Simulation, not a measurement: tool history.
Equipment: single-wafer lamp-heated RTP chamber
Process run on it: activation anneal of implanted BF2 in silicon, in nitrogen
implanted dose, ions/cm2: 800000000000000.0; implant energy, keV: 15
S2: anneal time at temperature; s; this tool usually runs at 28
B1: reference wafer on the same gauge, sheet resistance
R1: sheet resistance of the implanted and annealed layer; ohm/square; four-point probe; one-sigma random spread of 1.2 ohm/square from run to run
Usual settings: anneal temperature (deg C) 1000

run 1 hour=0.0 | anneal_temperature_(deg_C)=1000 S2=28 | B1=255.14 | R1=235.44
-- hour=1.8 pyrometer window cleaned and pyrometer calibrated
-- hour=12.3 reflector plate cleaned
run 2 hour=21.4 | anneal_temperature_(deg_C)=1000 S2=28 | B1=254.81 | R1=239.61
run 3 hour=50.0 | anneal_temperature_(deg_C)=1000 S2=28 | B1=255.05 | R1=240.20
run 4 hour=65.8 | anneal_temperature_(deg_C)=1000 S2=28 | B1=255.28 | R1=241.87
run 5 hour=94.4 | anneal_temperature_(deg_C)=1000 S2=28 | B1=254.26 | R1=237.78
run 6 hour=109.4 | anneal_temperature_(deg_C)=1000 S2=28 | B1=254.63 | R1=238.03
run 7 hour=143.9 | anneal_temperature_(deg_C)=1000 S2=28 | B1=255.17 | R1=234.89
-- hour=166.1 pyrometer window cleaned and pyrometer calibrated
run 8 hour=170.4 | anneal_temperature_(deg_C)=1000 S2=28 | B1=255.40 | R1=243.77
run 9 hour=203.4 | anneal_temperature_(deg_C)=986 S2=28 | B1=254.90 | R1=263.78
run 10 hour=227.3 | anneal_temperature_(deg_C)=986 S2=28 | B1=255.31 | R1=262.23
run 11 hour=240.7 | anneal_temperature_(deg_C)=986 S2=28 | B1=255.52 | R1=265.35
run 12 hour=269.5 | anneal_temperature_(deg_C)=1000 S2=17 | B1=254.81 | R1=256.42
-- hour=329.8 pyrometer window cleaned and pyrometer calibrated
run 13 hour=367.1 | anneal_temperature_(deg_C)=993 S2=28 | B1=254.57 | R1=252.88
run 14 hour=396.5 | anneal_temperature_(deg_C)=1000 S2=28 | B1=254.90 | R1=241.47
run 15 hour=412.9 | anneal_temperature_(deg_C)=1000 S2=28 | B1=255.74 | R1=239.46
run 16 hour=429.3 | anneal_temperature_(deg_C)=1000 S2=28 | B1=255.10 | R1=239.95
run 17 hour=453.9 | anneal_temperature_(deg_C)=973 S2=23 | B1=255.13 | R1=294.73

Run 18 comes next. What will it give?
run 18 hour=487.1 | anneal_temperature_(deg_C)=1000 S2=28 | B1=? | R1=?

B1: 255.10
R1: 238.64 ohm/square
On a tool with no hidden condition, and with the same random variation, this run would have come out at R1 244.62 ohm/square.

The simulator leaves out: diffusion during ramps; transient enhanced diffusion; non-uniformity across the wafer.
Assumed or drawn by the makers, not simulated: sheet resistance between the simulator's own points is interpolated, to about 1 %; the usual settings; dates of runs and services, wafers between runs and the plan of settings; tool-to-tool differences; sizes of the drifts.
